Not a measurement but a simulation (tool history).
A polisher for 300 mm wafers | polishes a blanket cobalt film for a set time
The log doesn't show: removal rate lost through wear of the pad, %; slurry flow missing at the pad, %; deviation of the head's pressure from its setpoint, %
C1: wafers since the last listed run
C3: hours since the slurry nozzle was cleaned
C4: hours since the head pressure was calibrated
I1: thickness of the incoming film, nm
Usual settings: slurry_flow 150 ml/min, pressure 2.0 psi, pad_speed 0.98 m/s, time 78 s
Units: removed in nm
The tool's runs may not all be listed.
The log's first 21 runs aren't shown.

{"run": 22, "hour": 297.9, "slurry_flow": 150, "pressure": 2.0, "pad_speed": 0.98, "time": 78, "C1": 133, "wafers polished on this pad": 1060, "C3": 34.1, "C4": 46.2, "I1": 1169.5, "removed": 384.8}
{"run": 23, "hour": 313.5, "slurry_flow": 175, "pressure": 2.0, "pad_speed": 0.98, "time": 78, "C1": 170, "wafers polished on this pad": 1231, "C3": 49.7, "C4": 61.8, "I1": 1149.7, "removed": 385.5}
{"hour": 328.1, "done": "worn pad replaced by a new one"}
{"run": 24, "hour": 328.6, "slurry_flow": 170, "pressure": 2.2, "pad_speed": 0.66, "time": 58, "C1": 121, "wafers polished on this pad": 5, "C3": 64.8, "C4": 76.9, "I1": 1158.4, "removed": 246.7}
{"run": 25, "hour": 349.5, "slurry_flow": 150, "pressure": 1.7, "pad_speed": 1.24, "time": 78, "C1": 228, "wafers polished on this pad": 233, "C3": 85.7, "C4": 97.8, "I1": 1177.5, "removed": 370.5}
{"run": 26, "hour": 367.5, "slurry_flow": 150, "pressure": 2.0, "pad_speed": 0.98, "time": 68, "C1": 197, "wafers polished on this pad": 430, "C3": 103.7, "C4": 115.8, "I1": 1169.6, "removed": 330.8}
{"run": 27, "hour": 382.9, "slurry_flow": 150, "pressure": 2.0, "pad_speed": 0.98, "time": 78, "C1": 168, "wafers polished on this pad": 599, "C3": 119.1, "C4": 131.2, "I1": 1157.3, "removed": 374.7}
{"run": 28, "hour": 391.7, "slurry_flow": 100, "pressure": 2.0, "pad_speed": 0.98, "time": 78, "C1": 96, "wafers polished on this pad": 695, "C3": 127.9, "C4": 140.0, "I1": 1175.7, "removed": 338.4}
{"run": 29, "hour": 398.9, "slurry_flow": 150, "pressure": 2.6, "pad_speed": 1.26, "time": 93, "C1": 78, "wafers polished on this pad": 774, "C3": 135.1, "C4": 147.2, "I1": 1165.7, "removed": 665.4}
{"run": 30, "hour": 406.2, "slurry_flow": 120, "pressure": 1.7, "pad_speed": 1.12, "time": 78, "C1": 79, "wafers polished on this pad": 854, "C3": 142.4, "C4": 154.5, "I1": 1165.0, "removed": 334.0}
{"run": 31, "hour": 423.2, "slurry_flow": 150, "pressure": 2.0, "pad_speed": 0.98, "time": 78, "C1": 186, "wafers polished on this pad": 1040, "C3": 159.4, "C4": 171.5, "I1": 1181.0, "removed": 369.6}
{"hour": 435.4, "done": "worn pad replaced by a new one"}
{"run": 32, "hour": 435.9, "slurry_flow": 150, "pressure": 2.0, "pad_speed": 0.98, "time": 95, "C1": 95, "wafers polished on this pad": 5, "C3": 172.1, "C4": 184.2, "I1": 1181.7, "removed": 454.2}
{"run": 33, "hour": 453.0, "slurry_flow": 150, "pressure": 2.0, "pad_speed": 0.98, "time": 78, "C1": 187, "wafers polished on this pad": 192, "C3": 189.2, "C4": 201.3, "I1": 1190.3, "removed": 366.4}

The next listed run, before its measurement:
{"run": 34, "hour": 466.6, "slurry_flow": 105, "pressure": 1.6, "pad_speed": 0.82, "time": 78, "C1": 148, "wafers polished on this pad": 341, "C3": 202.8, "C4": 214.9, "I1": 1164.6, "removed": "?"}

removed: 248.8 nm
Without the tool's hidden state the same run would have given removed 247.9 nm.
